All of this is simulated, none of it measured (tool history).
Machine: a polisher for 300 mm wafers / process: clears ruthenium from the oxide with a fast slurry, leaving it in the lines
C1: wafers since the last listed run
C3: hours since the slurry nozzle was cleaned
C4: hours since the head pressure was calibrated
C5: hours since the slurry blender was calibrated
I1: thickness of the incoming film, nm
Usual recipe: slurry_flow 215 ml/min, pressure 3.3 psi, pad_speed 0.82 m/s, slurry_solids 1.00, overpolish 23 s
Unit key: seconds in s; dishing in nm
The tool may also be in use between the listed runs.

run 1 hour=0.0 | slurry_flow=215 pressure=3.3 pad_speed=0.82 slurry_solids=1.00 overpolish=23 | C1=0 wafers_polished_on_this_pad=447 C3=456.8 C4=575.8 C5=277.5 | I1=241.4 | seconds=68.0 dishing=54.7
run 2 hour=16.5 | slurry_flow=215 pressure=3.3 pad_speed=0.82 slurry_solids=1.00 overpolish=23 | C1=194 wafers_polished_on_this_pad=642 C3=473.3 C4=592.3 C5=294.0 | I1=241.6 | seconds=72.1 dishing=56.2
run 3 hour=28.6 | slurry_flow=215 pressure=3.3 pad_speed=0.82 slurry_solids=1.00 overpolish=23 | C1=142 wafers_polished_on_this_pad=784 C3=485.4 C4=604.4 C5=306.1 | I1=242.0 | seconds=72.5 dishing=53.5
run 4 hour=46.0 | slurry_flow=215 pressure=3.8 pad_speed=0.82 slurry_solids=1.00 overpolish=23 | C1=205 wafers_polished_on_this_pad=990 C3=502.8 C4=621.8 C5=323.5 | I1=239.6 | seconds=63.8 dishing=57.2
run 5 hour=79.0 | slurry_flow=215 pressure=3.8 pad_speed=0.82 slurry_solids=1.00 overpolish=23 | C1=389 wafers_polished_on_this_pad=1379 C3=535.8 C4=654.8 C5=356.5 | I1=239.0 | seconds=71.5 dishing=56.5
-- hour=85.4 worn pad replaced by a new one
run 6 hour=114.7 | slurry_flow=215 pressure=3.8 pad_speed=0.82 slurry_solids=1.00 overpolish=23 | C1=373 wafers_polished_on_this_pad=345 C3=571.5 C4=690.5 C5=392.2 | I1=240.4 | seconds=64.6 dishing=59.9
run 7 hour=178.6 | slurry_flow=215 pressure=3.3 pad_speed=0.82 slurry_solids=1.00 overpolish=23 | C1=753 wafers_polished_on_this_pad=1098 C3=635.4 C4=754.4 C5=456.1 | I1=237.7 | seconds=77.9 dishing=50.6
-- hour=194.2 slurry blender recalibrated
-- hour=199.1 worn pad replaced by a new one
run 8 hour=201.6 | slurry_flow=215 pressure=3.3 pad_speed=0.82 slurry_solids=1.00 overpolish=23 | C1=200 wafers_polished_on_this_pad=29 C3=658.4 C4=777.4 C5=7.4 | I1=241.8 | seconds=64.7 dishing=60.3
-- hour=214.0 slurry nozzle cleaned
run 9 hour=219.3 | slurry_flow=215 pressure=3.3 pad_speed=0.82 slurry_solids=1.00 overpolish=23 | C1=196 wafers_polished_on_this_pad=225 C3=5.3 C4=795.1 C5=25.1 | I1=235.6 | seconds=64.7 dishing=59.6
-- hour=233.9 head pressure recalibrated
run 10 hour=234.4 | slurry_flow=215 pressure=3.3 pad_speed=0.82 slurry_solids=1.00 overpolish=23 | C1=154 wafers_polished_on_this_pad=380 C3=20.4 C4=0.5 C5=40.2 | I1=237.5 | seconds=62.4 dishing=58.2
run 11 hour=267.3 | slurry_flow=215 pressure=3.3 pad_speed=0.82 slurry_solids=1.00 overpolish=23 | C1=388 wafers_polished_on_this_pad=768 C3=53.3 C4=33.4 C5=73.1 | I1=239.7 | seconds=65.5 dishing=56.3
run 12 hour=281.6 | slurry_flow=215 pressure=3.8 pad_speed=0.82 slurry_solids=1.00 overpolish=23 | C1=168 wafers_polished_on_this_pad=937 C3=67.6 C4=47.7 C5=87.4 | I1=243.7 | seconds=63.1 dishing=62.2
run 13 hour=309.1 | slurry_flow=215 pressure=3.3 pad_speed=0.70 slurry_solids=1.00 overpolish=23 | C1=324 wafers_polished_on_this_pad=1261 C3=95.1 C4=75.2 C5=114.9 | I1=241.8 | seconds=87.5 dishing=47.3
-- hour=316.1 worn pad replaced by a new one
run 14 hour=337.2 | slurry_flow=215 pressure=3.3 pad_speed=0.82 slurry_solids=1.00 overpolish=36 | C1=284 wafers_polished_on_this_pad=249 C3=123.2 C4=103.3 C5=143.0 | I1=241.1 | seconds=65.0 dishing=82.9
run 15 hour=368.9 | slurry_flow=215 pressure=3.3 pad_speed=0.82 slurry_solids=1.00 overpolish=36 | C1=373 wafers_polished_on_this_pad=622 C3=154.9 C4=135.0 C5=174.7 | I1=241.0 | seconds=67.3 dishing=80.4
run 16 hour=394.5 | slurry_flow=190 pressure=3.3 pad_speed=0.82 slurry_solids=1.00 overpolish=23 | C1=301 wafers_polished_on_this_pad=924 C3=180.5 C4=160.6 C5=200.3 | I1=239.1 | seconds=70.0 dishing=54.7
run 17 hour=416.3 | slurry_flow=245 pressure=2.1 pad_speed=0.64 slurry_solids=1.00 overpolish=27 | C1=257 wafers_polished_on_this_pad=1181 C3=202.3 C4=182.4 C5=222.1 | I1=243.3 | seconds=132.6 dishing=37.8
run 18 hour=432.2 | slurry_flow=245 pressure=2.7 pad_speed=0.74 slurry_solids=0.80 overpolish=23 | C1=187 wafers_polished_on_this_pad=1369 C3=218.2 C4=198.3 C5=238.0 | I1=242.0 | seconds=116.3 dishing=35.1
-- hour=443.7 worn pad replaced by a new one
run 19 hour=467.4 | slurry_flow=215 pressure=3.3 pad_speed=0.82 slurry_solids=1.00 overpolish=23 | C1=367 wafers_polished_on_this_pad=279 C3=253.4 C4=233.5 C5=273.2 | I1=239.0 | seconds=71.2 dishing=55.4
run 20 hour=487.8 | slurry_flow=215 pressure=3.3 pad_speed=0.82 slurry_solids=1.25 overpolish=23 | C1=240 wafers_polished_on_this_pad=520 C3=273.8 C4=253.9 C5=293.6 | I1=240.5 | seconds=59.6 dishing=62.1
run 21 hour=503.1 | slurry_flow=235 pressure=4.1 pad_speed=0.82 slurry_solids=1.00 overpolish=23 | C1=180 wafers_polished_on_this_pad=700 C3=289.1 C4=269.2 C5=308.9 | I1=236.2 | seconds=57.1 dishing=62.8
run 22 hour=535.2 | slurry_flow=215 pressure=3.3 pad_speed=0.82 slurry_solids=1.00 overpolish=23 | C1=378 wafers_polished_on_this_pad=1079 C3=321.2 C4=301.3 C5=341.0 | I1=234.9 | seconds=75.3 dishing=51.1

Consider 5 possible next runs. They are alternatives, not a sequence: every one starts from the tool as it was left by run 22. What does each give?
run A hour=535.6 | slurry_flow=215 pressure=3.3 pad_speed=0.82 slurry_solids=0.85 overpolish=23 | C1=4 wafers_polished_on_this_pad=1084 C3=321.6 C4=301.7 C5=341.4 | I1=243.0 | seconds=? dishing=?
run B hour=535.6 | slurry_flow=140 pressure=3.3 pad_speed=0.82 slurry_solids=1.00 overpolish=23 | C1=4 wafers_polished_on_this_pad=1084 C3=321.6 C4=301.7 C5=341.4 | I1=243.0 | seconds=? dishing=?
run C hour=535.6 | slurry_flow=215 pressure=3.3 pad_speed=1.08 slurry_solids=1.00 overpolish=23 | C1=4 wafers_polished_on_this_pad=1084 C3=321.6 C4=301.7 C5=341.4 | I1=243.0 | seconds=? dishing=?
run D hour=535.6 | slurry_flow=155 pressure=3.3 pad_speed=0.82 slurry_solids=1.00 overpolish=23 | C1=4 wafers_polished_on_this_pad=1084 C3=321.6 C4=301.7 C5=341.4 | I1=243.0 | seconds=? dishing=?
run E hour=535.6 | slurry_flow=275 pressure=3.3 pad_speed=1.04 slurry_solids=0.80 overpolish=23 | C1=4 wafers_polished_on_this_pad=1084 C3=321.6 C4=301.7 C5=341.4 | I1=243.0 | seconds=? dishing=?

run=A seconds=88.9 dishing=44.8
run=B seconds=80.9 dishing=48.5
run=C seconds=58.6 dishing=63.3
run=D seconds=80.0 dishing=49.0
run=E seconds=72.8 dishing=53.0
Without the tool's hidden state the same runs would have given:
run=A seconds=71.4 dishing=53.9
run=B seconds=66.2 dishing=57.4
run=C seconds=47.9 dishing=74.1
run=D seconds=65.4 dishing=58.0
run=E seconds=58.1 dishing=63.7
